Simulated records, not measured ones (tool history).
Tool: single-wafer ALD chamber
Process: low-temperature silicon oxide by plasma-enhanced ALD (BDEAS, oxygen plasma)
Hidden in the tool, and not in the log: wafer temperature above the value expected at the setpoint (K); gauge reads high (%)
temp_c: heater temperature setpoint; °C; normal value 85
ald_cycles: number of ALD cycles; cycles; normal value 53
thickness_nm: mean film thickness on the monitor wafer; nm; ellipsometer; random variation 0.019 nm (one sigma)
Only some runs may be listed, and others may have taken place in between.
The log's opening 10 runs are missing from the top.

run   hour  temp_c  ald_cycles  wafers since the last listed run  hours since the last thermocouple change  hours since the gauge calibration  read-back reference wafer on the same gauge, thickness_nm  thickness_nm
 11  142.5      85          61                               122                                    1854.5                              314.6                                                      7.590         8.457
 12  156.7      85          61                               104                                    1868.7                              328.8                                                      7.587         8.487
     170.8  -- thermocouple changed; heater temperature recalibrated
 13  172.9      85          61                                60                                       2.1                              345.0                                                      7.591         8.448
 14  190.2      85          53                               127                                      19.4                              362.3                                                      7.584         7.323
 15  201.3      85          49                                81                                      30.5                              373.4                                                      7.587         6.775
 16  211.5      85          46                                75                                      40.7                              383.6                                                      7.579         6.346
 17  226.2      85          53                               108                                      55.4                              398.3                                                      7.582         7.341
 18  248.2      81          45                               161                                      77.4                              420.3                                                      7.583         6.323
 19  264.4      85          53                               119                                      93.6                              436.5                                                      7.569         7.315
 20  270.5      77          57                                44                                      99.7                              442.6                                                      7.576         8.109
 21  277.1      85          53                                48                                     106.3                              449.2                                                      7.577         7.308

For run 22, what comes out?
     311.8  -- gauge calibrated
 22  320.1      74          48                               316                                     149.3                                8.3                                                          ?             ?

{"run 22": {"read-back reference wafer on the same gauge, thickness_nm": 7.704, "thickness_nm": 7.063}}
Take away the tool's hidden state, keep the run-to-run variation as it was, and the same run would have given thickness_nm 7.083 nm.
